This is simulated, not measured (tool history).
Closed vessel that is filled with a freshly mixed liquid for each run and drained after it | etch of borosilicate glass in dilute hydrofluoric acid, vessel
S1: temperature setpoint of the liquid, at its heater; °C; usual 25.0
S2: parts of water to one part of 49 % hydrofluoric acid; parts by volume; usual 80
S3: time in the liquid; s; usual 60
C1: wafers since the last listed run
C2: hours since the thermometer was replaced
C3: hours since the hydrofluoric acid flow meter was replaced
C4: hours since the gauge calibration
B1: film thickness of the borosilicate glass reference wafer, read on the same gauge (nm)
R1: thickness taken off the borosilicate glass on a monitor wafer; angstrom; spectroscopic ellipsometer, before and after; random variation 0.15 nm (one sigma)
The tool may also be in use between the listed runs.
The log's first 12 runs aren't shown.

run   hour    S1   S2  S3     C1      C2      C3      C4      B1     R1
 13  285.7  25.0   80  60   1914  1057.7  2095.1   854.1  139.98  198.7
     293.0  -- hydrofluoric acid flow meter replaced
 14  299.3  25.0   60  30   1735  1071.3     6.3   867.7  140.00  126.7
 15  334.9  28.0   80  85   4904  1106.9    41.9   903.3  140.01  294.9
 16  349.5  25.0  115  60   2011  1121.5    56.5   917.9  140.00  123.7
     371.0  -- thermometer replaced
 17  384.0  25.0   80  60   4615    13.0    91.0   952.4  139.98  183.2
 18  412.0  25.0   80  90   3857    41.0   119.0   980.4  140.03  274.8
 19  438.5  25.0   95  90   3650    67.5   145.5  1006.9  140.02  227.5
 20  453.0  23.0   50  80   1997    82.0   160.0  1021.4  139.99  374.8
     463.8  -- hydrofluoric acid flow meter replaced, repeated, since the last time left the tool worse
 21  502.7  23.0   80  40   6709   131.7    38.9  1071.1  140.01  134.8
 22  518.0  29.0   50  60   2107   147.0    54.2  1086.4  140.01  436.3
 23  543.9  25.0   80  60   3568   172.9    80.1  1112.3  139.97  220.2
     548.7  -- gauge calibrated
 24  569.8  21.5   80  60   3568   198.8   106.0    21.1  139.98  189.5
 25  591.4  25.0   90  60   2975   220.4   127.6    42.7  139.98  192.3
 26  622.4  26.5  105  70   4270   251.4   158.6    73.7  140.00  200.7
 27  639.6  25.0   80  60   2369   268.6   175.8    90.9  140.00  215.8
 28  721.9  22.5  100  50  11337   350.9   258.1   173.2  140.02  127.8
 29  739.0  21.0   95  60   2355   368.0   275.2   190.3  139.98  153.7
 30  751.3  22.5   80  60   1694   380.3   287.5   202.6  140.01  195.4
 31  778.1  25.0  100  30   3692   407.1   314.3   229.4  140.03   84.1
 32  807.0  30.0   80  85   3981   436.0   343.2   258.3  140.01  370.2
 33  826.1  23.5   65  50   2631   455.1   362.3   277.4  140.01  214.3

Forecast each of these 4 alternatives for the next run:
  A  826.8  25.0   80  60  96  455.8  363.0  278.1   ?   ?
  B  826.8  25.0  120  45  96  455.8  363.0  278.1   ?   ?
  C  826.8  23.0   80  35  96  455.8  363.0  278.1   ?   ?
  D  826.8  29.5   65  85  96  455.8  363.0  278.1   ?   ?

run      B1     R1
  A  140.02  218.6
  B  140.02  103.9
  C  140.02  117.7
  D  140.02  464.6
Without the tool's hidden state the same runs would have given:
run     R1
  A  223.2
  B  106.1
  C  120.1
  D  474.4

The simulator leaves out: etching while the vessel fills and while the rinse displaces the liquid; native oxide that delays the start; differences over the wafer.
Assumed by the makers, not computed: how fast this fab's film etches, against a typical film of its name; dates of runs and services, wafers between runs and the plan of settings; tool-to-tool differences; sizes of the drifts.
